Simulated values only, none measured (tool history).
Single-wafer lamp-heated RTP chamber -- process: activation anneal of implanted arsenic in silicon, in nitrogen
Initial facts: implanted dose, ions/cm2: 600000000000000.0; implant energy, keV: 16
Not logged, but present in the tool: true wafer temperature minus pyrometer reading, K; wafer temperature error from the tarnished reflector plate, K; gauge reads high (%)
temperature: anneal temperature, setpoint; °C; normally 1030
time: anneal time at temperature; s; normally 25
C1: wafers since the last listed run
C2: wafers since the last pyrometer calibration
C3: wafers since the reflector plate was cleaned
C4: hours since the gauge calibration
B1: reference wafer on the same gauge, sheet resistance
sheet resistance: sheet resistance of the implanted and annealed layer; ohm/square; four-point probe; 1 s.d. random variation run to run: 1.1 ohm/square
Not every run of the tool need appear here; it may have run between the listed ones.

{"run": 1, "hour": 0.0, "temperature": 1030, "time": 25, "C1": 0, "C2": 4903, "C3": 5515, "C4": 12.9, "B1": 236.01, "sheet resistance": 196.74}
{"hour": 24.2, "done": "pyrometer window cleaned and pyrometer calibrated"}
{"run": 2, "hour": 46.3, "temperature": 1030, "time": 25, "C1": 816, "C2": 470, "C3": 6332, "C4": 59.2, "B1": 236.26, "sheet resistance": 197.08}
{"hour": 122.3, "done": "reflector plate cleaned"}
{"run": 3, "hour": 122.8, "temperature": 1030, "time": 25, "C1": 1461, "C2": 1931, "C3": 10, "C4": 135.7, "B1": 235.91, "sheet resistance": 196.18}
{"run": 4, "hour": 160.1, "temperature": 1030, "time": 25, "C1": 795, "C2": 2727, "C3": 806, "C4": 173.0, "B1": 235.43, "sheet resistance": 199.24}
{"hour": 274.7, "done": "pyrometer window cleaned and pyrometer calibrated"}
{"run": 5, "hour": 344.5, "temperature": 1030, "time": 25, "C1": 3762, "C2": 1487, "C3": 4569, "C4": 357.4, "B1": 235.76, "sheet resistance": 198.84}
{"run": 6, "hour": 411.9, "temperature": 1053, "time": 16, "C1": 1437, "C2": 2925, "C3": 6006, "C4": 424.8, "B1": 236.1, "sheet resistance": 198.02}
{"run": 7, "hour": 436.5, "temperature": 1053, "time": 16, "C1": 524, "C2": 3450, "C3": 6531, "C4": 449.4, "B1": 236.33, "sheet resistance": 197.36}
{"run": 8, "hour": 491.1, "temperature": 1021, "time": 25, "C1": 1164, "C2": 4614, "C3": 7696, "C4": 504.0, "B1": 236.46, "sheet resistance": 201.06}
{"hour": 509.3, "done": "pyrometer window cleaned and pyrometer calibrated"}
{"hour": 549.8, "done": "reflector plate cleaned"}
{"run": 9, "hour": 550.3, "temperature": 1016, "time": 33, "C1": 921, "C2": 704, "C3": 11, "C4": 563.2, "B1": 235.93, "sheet resistance": 197.21}
{"run": 10, "hour": 575.5, "temperature": 1030, "time": 25, "C1": 537, "C2": 1242, "C3": 548, "C4": 588.4, "B1": 235.91, "sheet resistance": 197.56}
{"run": 11, "hour": 617.0, "temperature": 1030, "time": 25, "C1": 885, "C2": 2127, "C3": 1434, "C4": 629.9, "B1": 235.86, "sheet resistance": 198.24}
{"run": 12, "hour": 644.7, "temperature": 1030, "time": 25, "C1": 590, "C2": 2718, "C3": 2024, "C4": 657.6, "B1": 235.95, "sheet resistance": 199.18}
{"run": 13, "hour": 673.7, "temperature": 1054, "time": 25, "C1": 618, "C2": 3336, "C3": 2643, "C4": 686.6, "B1": 236.44, "sheet resistance": 189.36}
{"run": 14, "hour": 721.1, "temperature": 1002, "time": 33, "C1": 1011, "C2": 4347, "C3": 3654, "C4": 734.0, "B1": 236.25, "sheet resistance": 199.86}
{"hour": 733.8, "done": "pyrometer window cleaned and pyrometer calibrated"}
{"run": 15, "hour": 779.9, "temperature": 1030, "time": 25, "C1": 1083, "C2": 983, "C3": 4738, "C4": 792.8, "B1": 235.98, "sheet resistance": 196.64}
{"hour": 812.4, "done": "gauge calibrated"}
{"run": 16, "hour": 847.2, "temperature": 1030, "time": 16, "C1": 1435, "C2": 2419, "C3": 6173, "C4": 34.8, "B1": 235.73, "sheet resistance": 201.64}
{"run": 17, "hour": 906.7, "temperature": 1016, "time": 19, "C1": 1269, "C2": 3688, "C3": 7442, "C4": 94.3, "B1": 236.04, "sheet resistance": 204.95}
{"hour": 938.0, "done": "reflector plate cleaned"}
{"run": 18, "hour": 961.8, "temperature": 1030, "time": 25, "C1": 1004, "C2": 4693, "C3": 508, "C4": 149.4, "B1": 235.89, "sheet resistance": 198.06}
{"hour": 974.5, "done": "pyrometer window cleaned and pyrometer calibrated"}
{"run": 19, "hour": 1008.9, "temperature": 1005, "time": 21, "C1": 833, "C2": 733, "C3": 1342, "C4": 196.5, "B1": 236.17, "sheet resistance": 204.13}
{"run": 20, "hour": 1074.8, "temperature": 1030, "time": 25, "C1": 1405, "C2": 2138, "C3": 2748, "C4": 262.4, "B1": 235.86, "sheet resistance": 198.96}
{"run": 21, "hour": 1132.6, "temperature": 1000, "time": 33, "C1": 1232, "C2": 3371, "C3": 3981, "C4": 320.2, "B1": 236.07, "sheet resistance": 202.43}
{"run": 22, "hour": 1160.5, "temperature": 1030, "time": 12, "C1": 595, "C2": 3966, "C3": 4576, "C4": 348.1, "B1": 235.75, "sheet resistance": 204.81}
{"run": 23, "hour": 1218.9, "temperature": 1011, "time": 17, "C1": 1245, "C2": 5212, "C3": 5821, "C4": 406.5, "B1": 235.79, "sheet resistance": 205.13}

Predict each of these 5 candidate next runs independently; none follows another, all start after run 23:
{"run": "A", "hour": 1219.3, "temperature": 1030, "time": 25, "C1": 8, "C2": 5220, "C3": 5830, "C4": 406.9, "B1": "?", "sheet resistance": "?"}
{"run": "B", "hour": 1219.3, "temperature": 1010, "time": 33, "C1": 8, "C2": 5220, "C3": 5830, "C4": 406.9, "B1": "?", "sheet resistance": "?"}
{"run": "C", "hour": 1219.3, "temperature": 1030, "time": 17, "C1": 8, "C2": 5220, "C3": 5830, "C4": 406.9, "B1": "?", "sheet resistance": "?"}
{"run": "D", "hour": 1219.3, "temperature": 1005, "time": 35, "C1": 8, "C2": 5220, "C3": 5830, "C4": 406.9, "B1": "?", "sheet resistance": "?"}
{"run": "E", "hour": 1219.3, "temperature": 1058, "time": 17, "C1": 8, "C2": 5220, "C3": 5830, "C4": 406.9, "B1": "?", "sheet resistance": "?"}

run=A B1=236.18 sheet_resistance=199.16
run=B B1=236.18 sheet_resistance=201.33
run=C B1=236.18 sheet_resistance=203.49
run=D B1=236.18 sheet_resistance=202.01
run=E B1=236.18 sheet_resistance=196.26
Without the tool's unlogged condition, the same runs would have read:
run=A sheet_resistance=199.16
run=B sheet_resistance=201.33
run=C sheet_resistance=203.49
run=D sheet_resistance=202.01
run=E sheet_resistance=196.26

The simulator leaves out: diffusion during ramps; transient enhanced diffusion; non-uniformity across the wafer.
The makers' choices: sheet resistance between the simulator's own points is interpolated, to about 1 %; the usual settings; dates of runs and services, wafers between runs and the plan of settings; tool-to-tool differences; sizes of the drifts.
